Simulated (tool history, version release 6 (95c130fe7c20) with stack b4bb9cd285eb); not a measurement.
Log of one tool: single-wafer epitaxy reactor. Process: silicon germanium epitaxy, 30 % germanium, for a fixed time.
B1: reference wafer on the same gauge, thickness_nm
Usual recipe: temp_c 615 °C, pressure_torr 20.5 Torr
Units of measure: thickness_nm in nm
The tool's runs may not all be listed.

run 1 hour=0.0 | temp_c=623 pressure_torr=20.5 | B1=79.968 | thickness_nm=78.751
run 2 hour=13.4 | temp_c=603 pressure_torr=20.5 | B1=79.969 | thickness_nm=57.363
run 3 hour=23.7 | temp_c=615 pressure_torr=17.7 | B1=79.973 | thickness_nm=65.585
run 4 hour=36.8 | temp_c=615 pressure_torr=17.7 | B1=80.145 | thickness_nm=65.613
run 5 hour=44.9 | temp_c=615 pressure_torr=20.5 | B1=80.036 | thickness_nm=69.613
-- hour=75.1 pyrometer calibrated
run 6 hour=90.3 | temp_c=615 pressure_torr=20.5 | B1=80.032 | thickness_nm=73.720
run 7 hour=101.4 | temp_c=615 pressure_torr=20.5 | B1=80.035 | thickness_nm=73.507
run 8 hour=118.2 | temp_c=615 pressure_torr=20.5 | B1=80.050 | thickness_nm=73.461
run 9 hour=125.4 | temp_c=604 pressure_torr=18.9 | B1=80.003 | thickness_nm=59.877
-- hour=132.1 gauge calibrated
run 10 hour=139.0 | temp_c=605 pressure_torr=20.5 | B1=79.980 | thickness_nm=62.187
-- hour=156.3 capacitance manometer re-zeroed and calibrated
-- hour=157.5 showerhead replaced, of another model than before
run 11 hour=158.0 | temp_c=628 pressure_torr=20.5 | B1=79.940 | thickness_nm=87.644
run 12 hour=164.0 | temp_c=615 pressure_torr=20.5 | B1=79.891 | thickness_nm=71.913
run 13 hour=173.3 | temp_c=607 pressure_torr=22.1 | B1=80.107 | thickness_nm=64.987
run 14 hour=184.3 | temp_c=620 pressure_torr=22.0 | B1=79.895 | thickness_nm=79.724
run 15 hour=232.8 | temp_c=615 pressure_torr=17.4 | B1=80.149 | thickness_nm=69.402
run 16 hour=247.2 | temp_c=625 pressure_torr=20.5 | B1=79.942 | thickness_nm=83.445

The same runs without the tool's hidden state, with the same run-to-run variation:
What the log doesn't record here: wafer temperature above the value expected at the setpoint (K); true pressure above the setpoint (%); gauge reads high (%).
run=1 thickness_nm=85.399
run=2 thickness_nm=62.436
run=3 thickness_nm=71.263
run=4 thickness_nm=71.320
run=5 thickness_nm=75.684
run=6 thickness_nm=75.195
run=7 thickness_nm=75.219
run=8 thickness_nm=75.523
run=9 thickness_nm=61.717
run=10 thickness_nm=64.325
run=11 thickness_nm=90.933
run=12 thickness_nm=74.789
run=13 thickness_nm=67.777
run=14 thickness_nm=83.260
run=15 thickness_nm=73.232
run=16 thickness_nm=88.188
